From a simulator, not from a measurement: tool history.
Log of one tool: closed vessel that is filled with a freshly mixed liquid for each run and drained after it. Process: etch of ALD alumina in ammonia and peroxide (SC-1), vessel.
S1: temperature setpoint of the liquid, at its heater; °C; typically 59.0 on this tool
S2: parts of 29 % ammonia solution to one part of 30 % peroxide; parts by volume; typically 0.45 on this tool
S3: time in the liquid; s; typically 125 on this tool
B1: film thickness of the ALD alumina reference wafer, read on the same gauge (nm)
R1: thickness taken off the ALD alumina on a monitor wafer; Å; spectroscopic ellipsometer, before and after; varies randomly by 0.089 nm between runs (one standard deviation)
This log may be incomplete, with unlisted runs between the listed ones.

run     day    S1    S2   S3     B1     R1
  1   0.000  59.0  0.55  160  69.98  130.5
  2   1.183  59.0  0.45  125  70.03  104.3
  3   3.979  59.0  0.45  100  70.00   81.5
  4   4.854  59.0  0.45  100  69.98   81.8
  5   6.304  56.0  0.65   60  70.02   44.1
  6   7.633  68.5  0.45  180  69.98  236.5
  7   8.542  59.0  0.30  105  70.01   84.0
  8   9.508  59.0  0.45  125  70.00  103.8
     10.058  -- thermometer replaced
  9  10.896  59.0  0.45  125  69.99   92.4
 10  11.625  65.0  0.55   65  69.98   67.5
 11  12.779  51.0  0.55   85  70.00   42.2
 12  13.917  59.0  0.45  190  70.01  138.2
 13  14.862  67.0  0.60   85  70.00   98.7
 14  15.746  59.0  0.45  125  69.98   94.7
 15  16.358  59.0  0.65  155  69.97  123.0
 16  16.912  59.0  0.45  125  70.02   94.8
     17.508  -- gauge calibrated
 17  18.212  59.0  0.45  185  69.98  138.3
 18  18.746  59.0  0.30  125  70.01   89.6
     21.729  -- new drum of ammonia solution connected
     22.042  -- ammonia flow meter replaced
 19  22.821  59.0  0.45  125  70.00   93.1
 20  26.492  51.0  0.50  175  70.01   88.0
 21  27.033  50.5  0.35  125  69.99   57.8
 22  28.379  55.5  0.40   90  70.00   56.5
 23  29.854  65.5  0.60  100  70.03  107.7
 24  30.988  54.0  0.35  125  69.98   73.1
 25  31.871  62.0  0.35  170  70.00  148.1
 26  32.871  59.0  0.45  125  69.96   97.3
 27  33.817  59.0  0.65  125  69.99  101.3
 28  34.879  53.5  0.25  160  69.98   88.2

Predict each of these 5 candidate next runs independently; none follows another, all start after run 28:
  A  34.908  56.0  0.45  125   ?   ?
  B  34.908  59.0  0.45   55   ?   ?
  C  34.908  59.0  0.25  125   ?   ?
  D  34.908  59.0  0.45   75   ?   ?
  E  34.908  67.5  0.50  195   ?   ?

run     B1     R1
  A  70.02   81.5
  B  70.02   41.9
  C  70.02   90.0
  D  70.02   57.1
  E  70.02  229.3
What these runs would have given with no unlogged condition in the tool:
run     R1
  A   77.8
  B   40.0
  C   86.1
  D   54.6
  E  219.8
